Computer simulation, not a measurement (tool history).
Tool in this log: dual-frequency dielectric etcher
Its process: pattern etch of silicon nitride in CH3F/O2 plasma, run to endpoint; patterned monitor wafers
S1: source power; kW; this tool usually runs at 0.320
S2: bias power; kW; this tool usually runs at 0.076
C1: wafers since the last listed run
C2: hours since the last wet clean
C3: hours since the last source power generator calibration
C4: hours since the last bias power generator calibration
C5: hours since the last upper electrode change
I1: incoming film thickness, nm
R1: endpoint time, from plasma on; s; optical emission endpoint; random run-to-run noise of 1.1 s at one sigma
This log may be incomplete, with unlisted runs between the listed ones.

Run 1, hour 0.0: usual settings; C1 0; C2 111.2; C3 3969.9; C4 3780.4; C5 2741.3; I1 109.2. Result: R1 137.4 s.
Run 2, hour 50.8: usual settings; C1 397; C2 162.0; C3 4020.7; C4 3831.2; C5 2792.1; I1 109.2. Result: R1 137.5 s.
Run 3, hour 122.4: usual settings; C1 560; C2 233.6; C3 4092.3; C4 3902.8; C5 2863.7; I1 110.0. Result: R1 137.4 s.
Run 4, hour 161.3: usual settings; C1 304; C2 272.5; C3 4131.2; C4 3941.7; C5 2902.6; I1 109.3. Result: R1 138.1 s.
Run 5, hour 189.4: usual settings; C1 220; C2 300.6; C3 4159.3; C4 3969.8; C5 2930.7; I1 109.1. Result: R1 138.7 s.
Run 6, hour 231.1: usual settings; C1 326; C2 342.3; C3 4201.0; C4 4011.5; C5 2972.4; I1 110.2. Result: R1 141.1 s.
Run 7, hour 265.3: usual settings; C1 267; C2 376.5; C3 4235.2; C4 4045.7; C5 3006.6; I1 111.4. Result: R1 142.6 s.
Run 8, hour 304.0: usual settings; C1 303; C2 415.2; C3 4273.9; C4 4084.4; C5 3045.3; I1 108.4. Result: R1 138.9 s.
Run 9, hour 332.6: usual settings; C1 223; C2 443.8; C3 4302.5; C4 4113.0; C5 3073.9; I1 108.9. Result: R1 140.3 s.
At hour 402.4: wet clean of the chamber.
Run 10, hour 402.9: usual settings; C1 362; C2 0.5; C3 4372.8; C4 4183.3; C5 3144.2; I1 109.7. Result: R1 133.2 s.
Run 11, hour 462.2: usual settings; C1 464; C2 59.8; C3 4432.1; C4 4242.6; C5 3203.5; I1 110.3. Result: R1 135.4 s.
Run 12, hour 529.7: usual settings; C1 528; C2 127.3; C3 4499.6; C4 4310.1; C5 3271.0; I1 108.9. Result: R1 135.3 s.
Run 13, hour 581.9: usual settings; C1 408; C2 179.5; C3 4551.8; C4 4362.3; C5 3323.2; I1 109.9. Result: R1 138.6 s.
Run 14, hour 651.7: usual settings but S1 0.260 kW, S2 0.083 kW; C1 546; C2 249.3; C3 4621.6; C4 4432.1; C5 3393.0; I1 109.7. Result: R1 145.0 s.
Run 15, hour 675.9: usual settings but S1 0.240 kW, S2 0.091 kW; C1 189; C2 273.5; C3 4645.8; C4 4456.3; C5 3417.2; I1 110.9. Result: R1 146.0 s.
Run 16, hour 720.7: usual settings but S2 0.094 kW; C1 350; C2 318.3; C3 4690.6; C4 4501.1; C5 3462.0; I1 110.5. Result: R1 128.3 s.
At hour 730.5: source power generator calibrated.
Run 17, hour 756.8: usual settings but S1 0.290 kW, S2 0.060 kW; C1 251; C2 354.4; C3 26.3; C4 4537.2; C5 3498.1; I1 109.3. Result: R1 155.3 s.
At hour 804.2: bias power generator calibrated.
Run 18, hour 820.8: usual settings; C1 469; C2 418.4; C3 90.3; C4 16.6; C5 3562.1; I1 108.2. Result: R1 138.9 s.
At hour 889.3: wet clean of the chamber.
Run 19, hour 889.8: usual settings but S1 0.300 kW, S2 0.064 kW; C1 352; C2 0.5; C3 159.3; C4 85.6; C5 3631.1; I1 111.2. Result: R1 147.1 s.
At hour 919.3: upper electrode replaced.
Run 20, hour 919.8: usual settings but S2 0.085 kW; C1 46; C2 30.5; C3 189.3; C4 115.6; C5 0.5; I1 110.6. Result: R1 128.8 s.
Run 21, hour 937.0: usual settings; C1 134; C2 47.7; C3 206.5; C4 132.8; C5 17.7; I1 110.3. Result: R1 135.7 s.
Run 22, hour 1114.2: usual settings; C1 1387; C2 224.9; C3 383.7; C4 310.0; C5 194.9; I1 109.9. Result: R1 136.7 s.
Run 23, hour 1149.9: usual settings; C1 279; C2 260.6; C3 419.4; C4 345.7; C5 230.6; I1 109.9. Result: R1 138.4 s.
Run 24, hour 1186.2: usual settings; C1 284; C2 296.9; C3 455.7; C4 382.0; C5 266.9; I1 110.3. Result: R1 138.3 s.
Run 25, hour 1213.4: usual settings; C1 213; C2 324.1; C3 482.9; C4 409.2; C5 294.1; I1 109.8. Result: R1 137.9 s.
Run 26, hour 1267.0: usual settings but S2 0.067 kW; C1 419; C2 377.7; C3 536.5; C4 462.8; C5 347.7; I1 110.4. Result: R1 146.1 s.
Run 27, hour 1302.1: usual settings but S1 0.390 kW, S2 0.069 kW; C1 274; C2 412.8; C3 571.6; C4 497.9; C5 382.8; I1 110.8. Result: R1 135.9 s.
Run 28, hour 1344.8: usual settings but S2 0.061 kW; C1 334; C2 455.5; C3 614.3; C4 540.6; C5 425.5; I1 110.0. Result: R1 149.3 s.
At hour 1373.5: wet clean of the chamber.
Run 29, hour 1455.1: usual settings but S1 0.340 kW, S2 0.091 kW; C1 675; C2 81.6; C3 724.6; C4 650.9; C5 535.8; I1 109.7. Result: R1 125.2 s.
Run 30, hour 1512.0: usual settings but S1 0.400 kW, S2 0.061 kW; C1 445; C2 138.5; C3 781.5; C4 707.8; C5 592.7; I1 109.8. Result: R1 135.1 s.
Run 31, hour 1541.0: usual settings; C1 227; C2 167.5; C3 810.5; C4 736.8; C5 621.7; I1 109.4. Result: R1 136.8 s.
Run 32, hour 1587.6: usual settings but S2 0.062 kW; C1 364; C2 214.1; C3 857.1; C4 783.4; C5 668.3; I1 109.3. Result: R1 146.2 s.
Run 33, hour 1645.4: usual settings but S1 0.360 kW, S2 0.090 kW; C1 452; C2 271.9; C3 914.9; C4 841.2; C5 726.1; I1 109.6. Result: R1 125.1 s.
Run 34, hour 1715.4: usual settings but S1 0.250 kW, S2 0.063 kW; C1 548; C2 341.9; C3 984.9; C4 911.2; C5 796.1; I1 108.7. Result: R1 159.6 s.

5 options for the next run, each taken on its own from the tool as it stands now. Forecast them:
Run A, hour 1715.9: usual settings; C1 3; C2 342.4; C3 985.4; C4 911.7; C5 796.6; I1 110.0. Result: R1 ?.
Run B, hour 1715.9: usual settings but S1 0.370 kW, S2 0.060 kW; C1 3; C2 342.4; C3 985.4; C4 911.7; C5 796.6; I1 110.0. Result: R1 ?.
Run C, hour 1715.9: usual settings but S1 0.250 kW; C1 3; C2 342.4; C3 985.4; C4 911.7; C5 796.6; I1 110.0. Result: R1 ?.
Run D, hour 1715.9: usual settings but S1 0.260 kW; C1 3; C2 342.4; C3 985.4; C4 911.7; C5 796.6; I1 110.0. Result: R1 ?.
Run E, hour 1715.9: usual settings but S1 0.370 kW, S2 0.063 kW; C1 3; C2 342.4; C3 985.4; C4 911.7; C5 796.6; I1 110.0. Result: R1 ?.

run     R1
  A  139.8
  B  142.6
  C  152.9
  D  150.8
  E  140.5
Take away the tool's hidden state, keep each run's random variation, and the runs would have read:
run     R1
  A  134.3
  B  137.0
  C  146.9
  D  144.8
  E  135.0

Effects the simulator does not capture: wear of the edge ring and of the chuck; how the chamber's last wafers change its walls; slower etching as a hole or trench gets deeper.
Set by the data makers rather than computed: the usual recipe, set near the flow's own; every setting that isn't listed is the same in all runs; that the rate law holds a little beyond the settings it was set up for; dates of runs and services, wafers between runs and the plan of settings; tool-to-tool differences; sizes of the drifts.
